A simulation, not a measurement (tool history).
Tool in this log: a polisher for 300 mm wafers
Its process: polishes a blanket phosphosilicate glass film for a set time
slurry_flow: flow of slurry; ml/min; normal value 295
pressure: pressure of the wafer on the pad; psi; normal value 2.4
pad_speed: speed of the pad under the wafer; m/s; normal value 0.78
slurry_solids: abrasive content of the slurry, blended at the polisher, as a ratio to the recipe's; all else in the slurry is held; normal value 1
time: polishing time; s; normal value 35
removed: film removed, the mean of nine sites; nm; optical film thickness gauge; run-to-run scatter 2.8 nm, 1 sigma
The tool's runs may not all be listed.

run   hour  slurry_flow  pressure  pad_speed  slurry_solids  time  incoming thickness of the incoming film, nm  removed
  1      0          295       2.4       0.78              1    35                                       4697.2    190.7
  2     17          295       2.4       0.78              1    35                                       4770.6    182.1
  3   38.6          295       2.4       0.78              1    35                                         4803    176.9
      69.6  -- worn pad replaced by a new one
  4   70.1          295       2.4       0.78              1    35                                       4734.7    169.7
  5   90.8          295       2.4       0.78              1    35                                       4690.5    170.1
  6  115.8          295       2.4       0.78              1    35                                         4660    169.6
       146  -- conditioning disc replaced and pad reconditioned
  7    149          295       2.4       0.78              1    35                                       4725.7    161.1
  8  175.5          295       2.4       0.78              1    35                                       4678.2    150.6
  9  190.1          295       2.8       0.78              1    27                                       4729.9      127
     200.4  -- worn pad replaced by a new one
 10  202.3          295       2.4       0.78            0.9    35                                       4668.2    139.1
     219.1  -- conditioning disc replaced and pad reconditioned, repeated, since the last time left the tool worse
     229.4  -- head pressure recalibrated
 11  232.2          340       2.4       0.54              1    35                                       4677.2    139.9
     236.8  -- slurry blender recalibrated
 12  250.2          295       2.4        0.6           1.25    35                                       4765.1    168.4
 13    270          295       2.4       0.78           0.75    35                                       4702.7    146.3
 14  284.9          295       2.4       0.78              1    35                                       4643.1    172.8
     296.8  -- slurry nozzle cleaned
 15  299.7          295       2.4       0.78            1.1    35                                       4731.6      178
       311  -- worn pad replaced by a new one
 16  327.8          295       2.4       0.78              1    35                                       4758.6    166.7
       350  -- conditioning disc replaced and pad reconditioned
 17  350.5          220       2.4       0.78           0.75    23                                         4707    102.2
 18  366.8          295       2.4       0.78            1.3    25                                       4723.3    148.8
 19  398.2          295       2.4        0.6              1    35                                       4739.5      145
 20  423.9          295       2.4       0.78            1.1    35                                       4724.8      180

Each row is a separate what-if for the run after 20, all from the same tool condition, not one after another. Results?
  A  424.3          295       2.4       0.78            0.8    35                                       4698.3        ?
  B  424.3          295       2.4       0.98           0.85    35                                       4698.3        ?
  C  424.3          265       2.4       0.78           0.85    35                                       4698.3        ?

run  removed
  A    146.1
  B      178
  C    150.5
With the hidden condition removed and each run's random variation left untouched, the same runs would have given:
run  removed
  A    167.6
  B    209.6
  C    172.7

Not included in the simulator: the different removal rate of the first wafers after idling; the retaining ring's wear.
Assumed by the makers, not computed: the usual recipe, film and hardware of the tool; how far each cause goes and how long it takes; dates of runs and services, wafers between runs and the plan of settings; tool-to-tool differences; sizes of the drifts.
